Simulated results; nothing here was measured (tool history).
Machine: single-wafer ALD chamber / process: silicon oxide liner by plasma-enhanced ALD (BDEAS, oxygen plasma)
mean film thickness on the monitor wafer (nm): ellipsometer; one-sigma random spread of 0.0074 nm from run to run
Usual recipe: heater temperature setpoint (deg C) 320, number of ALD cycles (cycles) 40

| run | hour | heater temperature setpoint (deg C) | number of ALD cycles (cycles) | wafers since the last listed run | hours since the last thermocouple change | hours since the gauge calibration | read-back reference wafer on the same gauge, thickness_nm | mean film thickness on the monitor wafer (nm) |
|---|---|---|---|---|---|---|---|---|
| 1 | 0.0 | 320 | 40 | 0 | 2020.9 | 194.2 | 4.130 | 3.520 |
| 2 | 26.6 | 320 | 40 | 236 | 2047.5 | 220.8 | 4.131 | 3.516 |
| 3 | 75.6 | 320 | 40 | 435 | 2096.5 | 269.8 | 4.131 | 3.527 |
| 4 | 109.5 | 320 | 40 | 301 | 2130.4 | 303.7 | 4.130 | 3.517 |
| 5 | 161.9 | 320 | 40 | 466 | 2182.8 | 356.1 | 4.130 | 3.512 |
| 6 | 200.2 | 320 | 40 | 340 | 2221.1 | 394.4 | 4.130 | 3.500 |
| 7 | 227.7 | 320 | 40 | 244 | 2248.6 | 421.9 | 4.128 | 3.524 |
| 8 | 282.2 | 320 | 40 | 484 | 2303.1 | 476.4 | 4.129 | 3.519 |
| 9 | 320.3 | 320 | 38 | 338 | 2341.2 | 514.5 | 4.134 | 3.333 |
| 10 | 354.9 | 320 | 40 | 307 | 2375.8 | 549.1 | 4.131 | 3.521 |
| 11 | 386.0 | 320 | 40 | 276 | 2406.9 | 580.2 | 4.129 | 3.515 |
| 12 | 423.8 | 320 | 40 | 336 | 2444.7 | 618.0 | 4.131 | 3.511 |
| 13 | 481.7 | 320 | 40 | 514 | 2502.6 | 675.9 | 4.133 | 3.508 |
| 14 | 536.3 | 320 | 40 | 485 | 2557.2 | 730.5 | 4.129 | 3.517 |
| 15 | 606.0 | 320 | 40 | 619 | 2626.9 | 800.2 | 4.130 | 3.530 |
| 16 | 639.0 | 312 | 40 | 293 | 2659.9 | 833.2 | 4.128 | 3.556 |
| 17 | 693.0 | 312 | 40 | 480 | 2713.9 | 887.2 | 4.129 | 3.568 |
| 18 | 762.6 | 312 | 40 | 619 | 2783.5 | 956.8 | 4.129 | 3.565 |
| 19 | 828.6 | 320 | 40 | 586 | 2849.5 | 1022.8 | 4.131 | 3.507 |
| 20 | 883.6 | 325 | 45 | 489 | 2904.5 | 1077.8 | 4.130 | 3.926 |
| 21 | 935.3 | 331 | 44 | 459 | 2956.2 | 1129.5 | 4.131 | 3.806 |
| 22 | 996.8 | 312 | 35 | 546 | 3017.7 | 1191.0 | 4.130 | 3.110 |
| 23 | 1048.9 | 320 | 35 | 463 | 3069.8 | 1243.1 | 4.129 | 3.081 |
| 24 | 1102.8 | 320 | 40 | 479 | 3123.7 | 1297.0 | 4.129 | 3.505 |
|  | 1122.0 | thermocouple changed; heater temperature recalibrated |
| 25 | 1139.0 | 327 | 43 | 250 | 17.0 | 1333.2 | 4.131 | 3.743 |
|  | 1190.2 | gauge calibrated |
| 26 | 1348.5 | 331 | 37 | 1863 | 226.5 | 158.3 | 4.133 | 3.195 |
| 27 | 1389.4 | 320 | 40 | 363 | 267.4 | 199.2 | 4.129 | 3.527 |
| 28 | 1446.7 | 316 | 48 | 509 | 324.7 | 256.5 | 4.130 | 4.243 |
| 29 | 1481.4 | 332 | 40 | 308 | 359.4 | 291.2 | 4.130 | 3.438 |
| 30 | 1681.5 | 320 | 46 | 1779 | 559.5 | 491.3 | 4.130 | 4.052 |
| 31 | 1823.3 | 308 | 45 | 1261 | 701.3 | 633.1 | 4.127 | 4.033 |
| 32 | 1891.8 | 320 | 40 | 609 | 769.8 | 701.6 | 4.128 | 3.518 |
| 33 | 1934.2 | 333 | 40 | 377 | 812.2 | 744.0 | 4.133 | 3.436 |
| 34 | 1999.3 | 313 | 32 | 578 | 877.3 | 809.1 | 4.132 | 2.843 |
| 35 | 2063.7 | 309 | 36 | 572 | 941.7 | 873.5 | 4.130 | 3.219 |
| 36 | 2108.6 | 311 | 46 | 399 | 986.6 | 918.4 | 4.129 | 4.105 |
| 37 | 2318.1 | 310 | 40 | 1863 | 1196.1 | 1127.9 | 4.132 | 3.577 |

The tool's hidden state at each run:
wafer temperature above the value expected at the setpoint (K): 0 on each run
gauge reads high (%): 0 on each run
